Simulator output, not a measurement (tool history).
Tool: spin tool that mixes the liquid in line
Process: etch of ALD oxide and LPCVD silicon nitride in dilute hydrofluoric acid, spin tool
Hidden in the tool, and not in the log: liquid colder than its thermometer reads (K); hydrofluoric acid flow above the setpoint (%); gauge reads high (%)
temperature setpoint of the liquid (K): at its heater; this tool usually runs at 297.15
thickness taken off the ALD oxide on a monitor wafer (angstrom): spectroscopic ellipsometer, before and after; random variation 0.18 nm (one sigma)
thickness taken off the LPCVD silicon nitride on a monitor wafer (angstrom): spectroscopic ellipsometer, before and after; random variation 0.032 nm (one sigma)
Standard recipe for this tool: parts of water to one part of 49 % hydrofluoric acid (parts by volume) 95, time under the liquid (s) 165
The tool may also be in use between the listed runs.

run,hour,temperature setpoint of the liquid (K),parts of water to one part of 49 % hydrofluoric acid (parts by volume),time under the liquid (s),wafers since the last listed run,hours since the thermometer was replaced,hours since the hydrofluoric acid flow meter was replaced,hours since the gauge calibration,"read-back film thickness of the ALD oxide reference wafer, read on the same gauge (nm)","read-back film thickness of the LPCVD silicon nitride reference wafer, read on the same gauge (nm)",thickness taken off the ALD oxide on a monitor wafer (angstrom),thickness taken off the LPCVD silicon nitride on a monitor wafer (angstrom)
1,0,297.15,95,245,0,1724.8,1090.2,113.8,89.99,40,585.9,11.93
2,9.6,297.15,60,165,54,1734.4,1099.8,123.4,90,40.012,650.1,13.18
3,25,299.15,95,200,87,1749.8,1115.2,138.8,89.98,39.932,519.7,11.2
4,37.4,299.15,95,200,70,1762.2,1127.6,151.2,89.99,39.935,517.1,12.4
5,45.6,299.15,95,200,46,1770.4,1135.8,159.4,90.03,39.988,517.9,11.3
6,57.7,297.15,75,190,68,1782.5,1147.9,171.5,89.99,40.043,589.6,11.98
7,68.7,297.15,75,190,62,1793.5,1158.9,182.5,90.02,39.987,592.1,11.7
8,78.9,297.15,75,190,58,1803.7,1169.1,192.7,90.01,39.99,584.9,11.72
9,86.4,297.15,95,165,42,1811.2,1176.6,200.2,90,40.007,392.3,8.44
10,96.8,297.15,95,165,59,1821.6,1187,210.6,90,39.98,395.8,8.03
# hour 107.3: hydrofluoric acid flow meter replaced
11,108,297.15,95,165,58,1832.8,0.7,221.8,90.02,39.972,423.2,9.05
12,124.2,297.15,95,165,92,1849,16.9,238,90.03,40.029,424.3,9.04
13,139.7,300.15,70,85,88,1864.5,32.4,253.5,90,40.009,343.1,7.69
14,147.2,297.15,70,215,42,1872,39.9,261,89.98,40.008,761.3,15.65
# hour 152.9: hydrofluoric acid flow meter replaced, repeated, since the last time left the tool worse
# hour 152.9: gauge calibrated
15,160.6,297.15,75,165,70,1885.4,7.7,7.7,90,39.986,473.8,9.77
16,173.3,297.15,95,165,72,1898.1,20.4,20.4,90,39.999,363.5,7.8
17,190.6,299.65,130,165,98,1915.4,37.7,37.7,90,39.978,280,6.57

Run 18 has not been measured yet. What should we expect?
# hour 198.9: thermometer replaced
18,201.8,297.15,95,165,58,2.9,48.9,48.9,?,?,?,?

read-back film thickness of the ALD oxide reference wafer, read on the same gauge (nm): 90
read-back film thickness of the LPCVD silicon nitride reference wafer, read on the same gauge (nm): 40.039
thickness taken off the ALD oxide on a monitor wafer (angstrom): 368.2
thickness taken off the LPCVD silicon nitride on a monitor wafer (angstrom): 7.39
On a tool with no hidden condition, and with the same random variation, this run would have come out at thickness taken off the ALD oxide on a monitor wafer (angstrom) 363.6, thickness taken off the LPCVD silicon nitride on a monitor wafer (angstrom) 7.3.

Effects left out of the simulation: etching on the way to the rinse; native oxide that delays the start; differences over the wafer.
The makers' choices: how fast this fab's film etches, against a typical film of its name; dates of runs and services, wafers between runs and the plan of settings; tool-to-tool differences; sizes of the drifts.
